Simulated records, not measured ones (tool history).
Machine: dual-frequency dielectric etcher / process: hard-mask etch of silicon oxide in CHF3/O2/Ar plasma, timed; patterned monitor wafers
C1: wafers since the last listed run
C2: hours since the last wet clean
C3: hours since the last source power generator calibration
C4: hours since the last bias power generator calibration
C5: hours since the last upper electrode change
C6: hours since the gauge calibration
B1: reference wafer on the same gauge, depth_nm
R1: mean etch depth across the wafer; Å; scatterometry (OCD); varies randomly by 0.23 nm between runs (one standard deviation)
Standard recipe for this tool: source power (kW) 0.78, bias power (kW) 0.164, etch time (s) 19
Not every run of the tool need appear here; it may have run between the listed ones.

run 1 day=0 | source_power_(kW)=0.78 bias_power_(kW)=0.154 etch_time_(s)=19 | C1=0 C2=179.3 C3=1183.4 C4=2232.4 C5=3840.4 C6=242.4 | B1=46.64 | R1=404.3
run 2 day=3.804 | source_power_(kW)=0.78 bias_power_(kW)=0.154 etch_time_(s)=19 | C1=1740 C2=270.6 C3=1274.7 C4=2323.7 C5=3931.7 C6=333.7 | B1=46.51 | R1=403.8
run 3 day=7.583 | source_power_(kW)=0.78 bias_power_(kW)=0.154 etch_time_(s)=19 | C1=1729 C2=361.3 C3=1365.4 C4=2414.4 C5=4022.4 C6=424.4 | B1=46.59 | R1=399.3
-- day=11.1 wet clean of the chamber
run 4 day=11.121 | source_power_(kW)=0.78 bias_power_(kW)=0.137 etch_time_(s)=19 | C1=1161 C2=0.5 C3=1450.3 C4=2499.3 C5=4107.3 C6=509.3 | B1=46.61 | R1=393.2
run 5 day=14.288 | source_power_(kW)=0.78 bias_power_(kW)=0.137 etch_time_(s)=19 | C1=1449 C2=76.5 C3=1526.3 C4=2575.3 C5=4183.3 C6=585.3 | B1=46.59 | R1=392.8
run 6 day=16.242 | source_power_(kW)=0.78 bias_power_(kW)=0.137 etch_time_(s)=19 | C1=894 C2=123.4 C3=1573.2 C4=2622.2 C5=4230.2 C6=632.2 | B1=46.56 | R1=390.9
run 7 day=18.542 | source_power_(kW)=0.78 bias_power_(kW)=0.164 etch_time_(s)=17 | C1=1052 C2=178.6 C3=1628.4 C4=2677.4 C5=4285.4 C6=687.4 | B1=46.63 | R1=378.4
-- day=21.988 bias power generator calibrated
run 8 day=22.492 | source_power_(kW)=0.83 bias_power_(kW)=0.202 etch_time_(s)=21 | C1=1731 C2=273.4 C3=1723.2 C4=12.1 C5=4380.2 C6=782.2 | B1=46.68 | R1=521.5
run 9 day=24.096 | source_power_(kW)=0.6 bias_power_(kW)=0.131 etch_time_(s)=16.5 | C1=734 C2=311.9 C3=1761.7 C4=50.6 C5=4418.7 C6=820.7 | B1=46.64 | R1=285
-- day=24.55 source power generator calibrated
run 10 day=25.804 | source_power_(kW)=0.69 bias_power_(kW)=0.126 etch_time_(s)=19 | C1=705 C2=352.9 C3=30.1 C4=91.6 C5=4459.7 C6=861.7 | B1=46.64 | R1=342.4
-- day=28.721 wet clean of the chamber
-- day=29.029 upper electrode replaced, of another model than before
-- day=29.925 gauge calibrated
run 11 day=30.092 | source_power_(kW)=0.88 bias_power_(kW)=0.164 etch_time_(s)=19 | C1=1363 C2=32.9 C3=133 C4=194.5 C5=25.5 C6=4 | B1=46.63 | R1=458.9
run 12 day=32.583 | source_power_(kW)=0.98 bias_power_(kW)=0.192 etch_time_(s)=22.5 | C1=1140 C2=92.7 C3=192.8 C4=254.3 C5=85.3 C6=63.8 | B1=46.55 | R1=646.3
run 13 day=35.862 | source_power_(kW)=0.78 bias_power_(kW)=0.202 etch_time_(s)=19 | C1=1500 C2=171.4 C3=271.5 C4=333 C5=164 C6=142.5 | B1=46.52 | R1=479.6
run 14 day=38.867 | source_power_(kW)=0.78 bias_power_(kW)=0.202 etch_time_(s)=19 | C1=1374 C2=243.5 C3=343.6 C4=405.1 C5=236.1 C6=214.6 | B1=46.67 | R1=473.9

Below are 4 alternative next runs, each starting from the tool's condition after run 14. Predict each:
run A day=38.883 | source_power_(kW)=0.78 bias_power_(kW)=0.164 etch_time_(s)=19 | C1=7 C2=243.9 C3=344 C4=405.5 C5=236.5 C6=215 | B1=? | R1=?
run B day=38.883 | source_power_(kW)=0.95 bias_power_(kW)=0.149 etch_time_(s)=22 | C1=7 C2=243.9 C3=344 C4=405.5 C5=236.5 C6=215 | B1=? | R1=?
run C day=38.883 | source_power_(kW)=0.67 bias_power_(kW)=0.196 etch_time_(s)=19 | C1=7 C2=243.9 C3=344 C4=405.5 C5=236.5 C6=215 | B1=? | R1=?
run D day=38.883 | source_power_(kW)=0.65 bias_power_(kW)=0.147 etch_time_(s)=17 | C1=7 C2=243.9 C3=344 C4=405.5 C5=236.5 C6=215 | B1=? | R1=?

run=A B1=46.6 R1=421.3
run=B B1=46.6 R1=522.9
run=C B1=46.6 R1=419.8
run=D B1=46.6 R1=302.3
The same runs, with their run-to-run variation unchanged, on a tool lacking any hidden condition would have given:
run=A R1=430.8
run=B R1=534.7
run=C R1=429.3
run=D R1=309.1

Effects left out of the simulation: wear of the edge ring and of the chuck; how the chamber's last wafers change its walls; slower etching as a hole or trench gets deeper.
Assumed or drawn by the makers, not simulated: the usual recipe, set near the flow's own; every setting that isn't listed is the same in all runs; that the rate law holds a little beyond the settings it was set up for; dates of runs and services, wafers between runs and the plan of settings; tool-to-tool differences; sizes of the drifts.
